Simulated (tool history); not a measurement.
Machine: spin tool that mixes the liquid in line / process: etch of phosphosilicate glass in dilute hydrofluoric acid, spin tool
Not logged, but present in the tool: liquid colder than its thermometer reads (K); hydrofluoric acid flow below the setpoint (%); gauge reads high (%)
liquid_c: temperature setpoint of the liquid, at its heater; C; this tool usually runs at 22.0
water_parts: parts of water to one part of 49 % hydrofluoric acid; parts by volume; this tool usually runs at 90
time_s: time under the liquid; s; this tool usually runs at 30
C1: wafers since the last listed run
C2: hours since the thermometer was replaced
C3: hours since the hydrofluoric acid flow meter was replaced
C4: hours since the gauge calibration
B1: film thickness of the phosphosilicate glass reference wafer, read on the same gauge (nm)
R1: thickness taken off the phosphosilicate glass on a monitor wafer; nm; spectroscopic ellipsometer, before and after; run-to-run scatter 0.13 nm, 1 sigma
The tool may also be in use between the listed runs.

run 1 hour=0.0 | liquid_c=22.0 water_parts=90 time_s=30 | C1=0 C2=2626.7 C3=1435.6 C4=41.9 | B1=40.00 | R1=34.78
run 2 hour=9.4 | liquid_c=22.0 water_parts=90 time_s=30 | C1=147 C2=2636.1 C3=1445.0 C4=51.3 | B1=40.01 | R1=34.54
run 3 hour=25.3 | liquid_c=22.0 water_parts=80 time_s=30 | C1=249 C2=2652.0 C3=1460.9 C4=67.2 | B1=39.98 | R1=39.35
run 4 hour=40.8 | liquid_c=22.0 water_parts=90 time_s=20 | C1=242 C2=2667.5 C3=1476.4 C4=82.7 | B1=40.00 | R1=23.03
run 5 hour=85.9 | liquid_c=22.0 water_parts=90 time_s=20 | C1=706 C2=2712.6 C3=1521.5 C4=127.8 | B1=40.01 | R1=22.95
run 6 hour=98.8 | liquid_c=22.0 water_parts=90 time_s=20 | C1=202 C2=2725.5 C3=1534.4 C4=140.7 | B1=40.05 | R1=22.87
run 7 hour=151.9 | liquid_c=22.0 water_parts=90 time_s=30 | C1=831 C2=2778.6 C3=1587.5 C4=193.8 | B1=40.00 | R1=34.02
run 8 hour=166.7 | liquid_c=18.5 water_parts=110 time_s=30 | C1=231 C2=2793.4 C3=1602.3 C4=208.6 | B1=39.99 | R1=23.68
run 9 hour=184.7 | liquid_c=18.5 water_parts=110 time_s=30 | C1=281 C2=2811.4 C3=1620.3 C4=226.6 | B1=40.03 | R1=23.55
run 10 hour=200.3 | liquid_c=18.5 water_parts=110 time_s=30 | C1=244 C2=2827.0 C3=1635.9 C4=242.2 | B1=40.00 | R1=23.57
run 11 hour=211.6 | liquid_c=22.0 water_parts=65 time_s=30 | C1=176 C2=2838.3 C3=1647.2 C4=253.5 | B1=40.00 | R1=48.84
run 12 hour=223.8 | liquid_c=22.0 water_parts=65 time_s=30 | C1=191 C2=2850.5 C3=1659.4 C4=265.7 | B1=39.98 | R1=48.34
run 13 hour=235.3 | liquid_c=22.0 water_parts=65 time_s=30 | C1=180 C2=2862.0 C3=1670.9 C4=277.2 | B1=40.01 | R1=48.32
run 14 hour=246.9 | liquid_c=22.0 water_parts=90 time_s=30 | C1=181 C2=2873.6 C3=1682.5 C4=288.8 | B1=39.96 | R1=33.80
run 15 hour=254.5 | liquid_c=22.0 water_parts=90 time_s=30 | C1=119 C2=2881.2 C3=1690.1 C4=296.4 | B1=39.99 | R1=33.78
run 16 hour=263.7 | liquid_c=22.0 water_parts=55 time_s=30 | C1=144 C2=2890.4 C3=1699.3 C4=305.6 | B1=39.97 | R1=57.57
-- hour=278.1 hydrofluoric acid flow meter replaced
run 17 hour=278.4 | liquid_c=22.0 water_parts=90 time_s=30 | C1=214 C2=2905.1 C3=0.3 C4=320.3 | B1=40.00 | R1=36.81
run 18 hour=289.1 | liquid_c=17.5 water_parts=90 time_s=30 | C1=167 C2=2915.8 C3=11.0 C4=331.0 | B1=40.03 | R1=30.48
run 19 hour=304.0 | liquid_c=22.0 water_parts=90 time_s=30 | C1=233 C2=2930.7 C3=25.9 C4=345.9 | B1=40.04 | R1=36.81
-- hour=310.0 gauge calibrated
run 20 hour=314.3 | liquid_c=22.0 water_parts=90 time_s=30 | C1=161 C2=2941.0 C3=36.2 C4=4.3 | B1=40.00 | R1=36.72
run 21 hour=321.1 | liquid_c=23.5 water_parts=70 time_s=30 | C1=106 C2=2947.8 C3=43.0 C4=11.1 | B1=40.04 | R1=51.42
run 22 hour=333.0 | liquid_c=22.0 water_parts=90 time_s=15 | C1=186 C2=2959.7 C3=54.9 C4=23.0 | B1=40.00 | R1=18.33
run 23 hour=340.2 | liquid_c=18.5 water_parts=65 time_s=30 | C1=112 C2=2966.9 C3=62.1 C4=30.2 | B1=40.02 | R1=45.19
-- hour=346.0 thermometer replaced
run 24 hour=348.5 | liquid_c=26.5 water_parts=90 time_s=30 | C1=114 C2=2.5 C3=70.4 C4=38.5 | B1=40.04 | R1=48.62
run 25 hour=361.8 | liquid_c=26.5 water_parts=55 time_s=15 | C1=208 C2=15.8 C3=83.7 C4=51.8 | B1=39.97 | R1=41.76
run 26 hour=374.0 | liquid_c=22.0 water_parts=100 time_s=20 | C1=191 C2=28.0 C3=95.9 C4=64.0 | B1=40.03 | R1=23.93
run 27 hour=381.2 | liquid_c=17.5 water_parts=70 time_s=40 | C1=112 C2=35.2 C3=103.1 C4=71.2 | B1=40.02 | R1=58.94
run 28 hour=392.1 | liquid_c=18.5 water_parts=130 time_s=35 | C1=170 C2=46.1 C3=114.0 C4=82.1 | B1=40.00 | R1=27.10
run 29 hour=401.6 | liquid_c=25.0 water_parts=90 time_s=30 | C1=148 C2=55.6 C3=123.5 C4=91.6 | B1=40.04 | R1=45.77
run 30 hour=408.4 | liquid_c=26.5 water_parts=120 time_s=30 | C1=106 C2=62.4 C3=130.3 C4=98.4 | B1=40.01 | R1=34.82
run 31 hour=423.3 | liquid_c=22.0 water_parts=45 time_s=30 | C1=233 C2=77.3 C3=145.2 C4=113.3 | B1=40.00 | R1=85.41
run 32 hour=440.1 | liquid_c=22.0 water_parts=60 time_s=15 | C1=263 C2=94.1 C3=162.0 C4=130.1 | B1=39.94 | R1=31.42

Alternative continuations, all from the tool just after run 32; predict every row:
run A hour=440.5 | liquid_c=22.0 water_parts=110 time_s=30 | C1=6 C2=94.5 C3=162.4 C4=130.5 | B1=? | R1=?
run B hour=440.5 | liquid_c=22.0 water_parts=125 time_s=30 | C1=6 C2=94.5 C3=162.4 C4=130.5 | B1=? | R1=?
run C hour=440.5 | liquid_c=27.0 water_parts=125 time_s=40 | C1=6 C2=94.5 C3=162.4 C4=130.5 | B1=? | R1=?
run D hour=440.5 | liquid_c=22.0 water_parts=90 time_s=40 | C1=6 C2=94.5 C3=162.4 C4=130.5 | B1=? | R1=?
run E hour=440.5 | liquid_c=18.0 water_parts=70 time_s=50 | C1=6 C2=94.5 C3=162.4 C4=130.5 | B1=? | R1=?

run=A B1=39.95 R1=32.23
run=B B1=39.95 R1=27.88
run=C B1=39.95 R1=45.13
run=D B1=39.95 R1=53.77
run=E B1=39.95 R1=74.86
Had the tool no hidden state, the same runs would have come out as:
run=A R1=33.01
run=B R1=28.56
run=C R1=46.21
run=D R1=55.07
run=E R1=76.68
